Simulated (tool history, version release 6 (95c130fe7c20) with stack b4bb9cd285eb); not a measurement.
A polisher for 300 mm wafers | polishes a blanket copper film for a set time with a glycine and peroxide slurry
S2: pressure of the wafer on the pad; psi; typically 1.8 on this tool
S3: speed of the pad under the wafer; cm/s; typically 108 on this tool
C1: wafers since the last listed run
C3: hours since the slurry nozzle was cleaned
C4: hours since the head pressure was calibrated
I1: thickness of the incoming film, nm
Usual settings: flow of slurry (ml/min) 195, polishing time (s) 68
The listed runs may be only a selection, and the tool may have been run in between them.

Run 1, hour 0.0: usual settings; C1 0; wafers polished on this pad 75; C3 349.5; C4 504.4; I1 1672.0. Result: film removed (Å) 2385.
Run 2, hour 14.5: usual settings; C1 204; wafers polished on this pad 279; C3 364.0; C4 518.9; I1 1669.2. Result: film removed (Å) 2444.
Run 3, hour 51.4: usual settings; C1 520; wafers polished on this pad 800; C3 400.9; C4 555.8; I1 1690.6. Result: film removed (Å) 2403.
Run 4, hour 59.8: usual settings; C1 118; wafers polished on this pad 918; C3 409.3; C4 564.2; I1 1689.0. Result: film removed (Å) 2404.
Run 5, hour 66.8: usual settings but S3 122 cm/s; C1 98; wafers polished on this pad 1017; C3 416.3; C4 571.2; I1 1667.1. Result: film removed (Å) 2549.
Run 6, hour 79.9: usual settings but S2 2.0 psi; C1 184; wafers polished on this pad 1202; C3 429.4; C4 584.3; I1 1683.8. Result: film removed (Å) 2574.
At hour 90.2: worn pad replaced by a new one.
Run 7, hour 90.7: usual settings but S2 2.0 psi; C1 95; wafers polished on this pad 6; C3 440.2; C4 595.1; I1 1676.6. Result: film removed (Å) 2577.
Run 8, hour 102.9: usual settings but S2 2.0 psi; C1 172; wafers polished on this pad 178; C3 452.4; C4 607.3; I1 1662.8. Result: film removed (Å) 2544.
Run 9, hour 110.5: usual settings; C1 107; wafers polished on this pad 285; C3 460.0; C4 614.9; I1 1663.2. Result: film removed (Å) 2387.
At hour 125.3: head pressure recalibrated.
Run 10, hour 128.4: usual settings; C1 224; wafers polished on this pad 510; C3 477.9; C4 3.1; I1 1651.5. Result: film removed (Å) 2333.
Run 11, hour 135.4: usual settings; C1 98; wafers polished on this pad 608; C3 484.9; C4 10.1; I1 1688.1. Result: film removed (Å) 2331.
Run 12, hour 150.6: usual settings but S3 132 cm/s, polishing time (s) 84; C1 214; wafers polished on this pad 823; C3 500.1; C4 25.3; I1 1675.8. Result: film removed (Å) 3173.
Run 13, hour 157.8: usual settings but polishing time (s) 90; C1 101; wafers polished on this pad 924; C3 507.3; C4 32.5; I1 1687.7. Result: film removed (Å) 3094.
Run 14, hour 166.9: usual settings but flow of slurry (ml/min) 160, S2 2.0 psi, S3 78 cm/s, polishing time (s) 80; C1 128; wafers polished on this pad 1053; C3 516.4; C4 41.6; I1 1680.5. Result: film removed (Å) 2400.
At hour 171.5: worn pad replaced by a new one.
Run 15, hour 173.4: usual settings but flow of slurry (ml/min) 155, S2 2.0 psi; C1 35; wafers polished on this pad 27; C3 522.9; C4 48.1; I1 1666.2. Result: film removed (Å) 2323.

Forecast run 16:
Run 16, hour 190.8: usual settings but flow of slurry (ml/min) 265, S2 2.4 psi, S3 122 cm/s, polishing time (s) 46; C1 245; wafers polished on this pad 272; C3 540.3; C4 65.5; I1 1693.0. Result: film removed (Å) ?.

Run 16 gave film removed (Å) 2190.
Had the tool carried no hidden state, the very same run would have given film removed (Å) 2383.
